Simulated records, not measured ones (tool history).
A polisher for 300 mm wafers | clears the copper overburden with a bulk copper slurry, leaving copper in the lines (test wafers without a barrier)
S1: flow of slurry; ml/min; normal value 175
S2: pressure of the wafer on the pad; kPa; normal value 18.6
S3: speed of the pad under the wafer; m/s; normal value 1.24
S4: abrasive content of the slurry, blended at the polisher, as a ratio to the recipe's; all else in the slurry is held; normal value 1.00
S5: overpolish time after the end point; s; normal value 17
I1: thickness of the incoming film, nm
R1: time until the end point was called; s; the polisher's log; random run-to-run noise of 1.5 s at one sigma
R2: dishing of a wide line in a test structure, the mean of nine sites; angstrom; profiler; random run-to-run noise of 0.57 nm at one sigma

run,hour,S1,S2,S3,S4,S5,I1,R1,R2
1,0.0,135,18.6,1.24,1.00,17,735.0,89.6,509
2,86.9,175,18.6,1.24,1.00,21,739.6,85.6,556
3,183.6,175,18.6,1.24,1.00,21,730.7,78.1,570
4,265.8,175,18.6,1.24,1.00,21,736.8,79.4,556
5,314.5,175,18.6,1.24,1.00,17,753.3,79.9,543
6,377.6,175,18.6,1.24,1.00,17,751.6,81.5,536
7,441.6,200,18.6,1.24,1.30,17,730.4,74.1,550
8,524.8,175,22.8,1.24,1.30,17,750.5,64.2,588
9,628.2,175,18.6,1.24,1.00,17,732.7,82.3,536
10,666.2,155,18.6,1.24,1.10,17,728.4,85.3,521
11,758.0,175,18.6,1.24,1.00,21,741.0,87.8,563
12,833.4,190,15.2,1.66,0.90,17,744.5,75.1,526
13,890.2,230,20.7,1.24,1.00,17,737.0,72.7,565
14,964.3,115,15.2,1.58,1.15,17,744.5,84.4,504
15,1067.1,115,18.6,1.24,1.00,17,739.7,90.2,509
16,1148.2,220,14.5,1.24,1.00,17,736.4,99.2,476
17,1234.8,220,18.6,1.24,1.00,12,742.4,83.1,470
18,1330.0,220,21.4,1.00,1.00,17,740.5,89.9,533
19,1408.8,175,18.6,1.24,1.00,17,746.4,92.2,526
20,1513.4,175,18.6,1.24,1.00,17,745.9,80.8,532
21,1759.9,120,18.6,1.24,1.00,17,747.1,93.4,518
22,1832.0,175,18.6,1.24,1.00,17,731.7,83.2,538
23,1894.0,195,23.4,1.24,1.30,13,750.4,61.5,557
24,1965.6,175,18.6,1.24,0.75,17,743.8,94.0,519
25,2072.0,175,18.6,1.00,0.75,11,746.9,118.9,382
26,2178.8,175,18.6,1.24,1.00,17,731.6,78.2,529
27,2227.4,175,18.6,0.96,1.15,25,748.4,101.5,555

Taken out of this log: 15 entries between the listed runs. Where each belongs, and how the hidden state differs across it:
Run 1 -> run 2: slurry blender recalibrated (hour 12.0); worn pad replaced by a new one (hour 20.0)
  slurry flow missing at the pad, %: 30.1 -> 35.3
  the result without the hidden state subtracted from the measured one, R1: +8.2 -> +7.6 s; R2: -15 -> -11 angstrom
Run 2 -> run 3: slurry nozzle cleaned (hour 158.1)
  slurry flow missing at the pad, %: 35.3 -> 2.63
  the result without the hidden state subtracted from the measured one, R1: +7.6 -> +0.3 s; R2: -11 -> -1 angstrom
Run 4 -> run 5: head pressure recalibrated (hour 314.0)
  slurry flow missing at the pad, %: 7.52 -> 10.4
  the result without the hidden state subtracted from the measured one, R1: +1.0 -> +1.5 s; R2: -1 -> -2 angstrom
Run 9 -> run 10: slurry blender recalibrated (hour 635.5)
  slurry flow missing at the pad, %: 29.1 -> 31.3
  the result without the hidden state subtracted from the measured one, R1: +5.5 -> +7.2 s; R2: -10 -> -13 angstrom
Run 10 -> run 11: worn pad replaced by a new one (hour 741.4)
  slurry flow missing at the pad, %: 31.3 -> 36.8
  the result without the hidden state subtracted from the measured one, R1: +7.2 -> +8.4 s; R2: -13 -> -11 angstrom
Run 11 -> run 12: slurry nozzle cleaned (hour 759.8)
  slurry flow missing at the pad, %: 36.8 -> 11.5
  the result without the hidden state subtracted from the measured one, R1: +8.4 -> +1.5 s; R2: -11 -> -2 angstrom
Run 13 -> run 14: head pressure recalibrated (hour 960.4)
  slurry flow missing at the pad, %: 14.9 -> 19.3
  the result without the hidden state subtracted from the measured one, R1: +1.6 -> +5.1 s; R2: -3 -> -8 angstrom
Run 18 -> run 19: slurry blender recalibrated (hour 1408.1)
  slurry flow missing at the pad, %: 41.1 -> 45.8
  the result without the hidden state subtracted from the measured one, R1: +8.3 -> +12.6 s; R2: -16 -> -23 angstrom
Run 19 -> run 20: slurry nozzle cleaned (hour 1412.2); worn pad replaced by a new one (hour 1482.2)
  slurry flow missing at the pad, %: 45.8 -> 6.27
  the result without the hidden state subtracted from the measured one, R1: +12.6 -> +0.9 s; R2: -23 -> -2 angstrom
Run 20 -> run 21: head pressure recalibrated (hour 1758.4)
  slurry flow missing at the pad, %: 6.27 -> 20.9
  the result without the hidden state subtracted from the measured one, R1: +0.9 -> +5.9 s; R2: -2 -> -11 angstrom
Run 25 -> run 26: slurry blender recalibrated (hour 2108.4); worn pad replaced by a new one (hour 2138.8); slurry nozzle cleaned (hour 2166.3)
  slurry flow missing at the pad, %: 39.5 -> 5.3
  the result without the hidden state subtracted from the measured one, R1: +12.7 -> +0.7 s; R2: -25 -> -1 angstrom
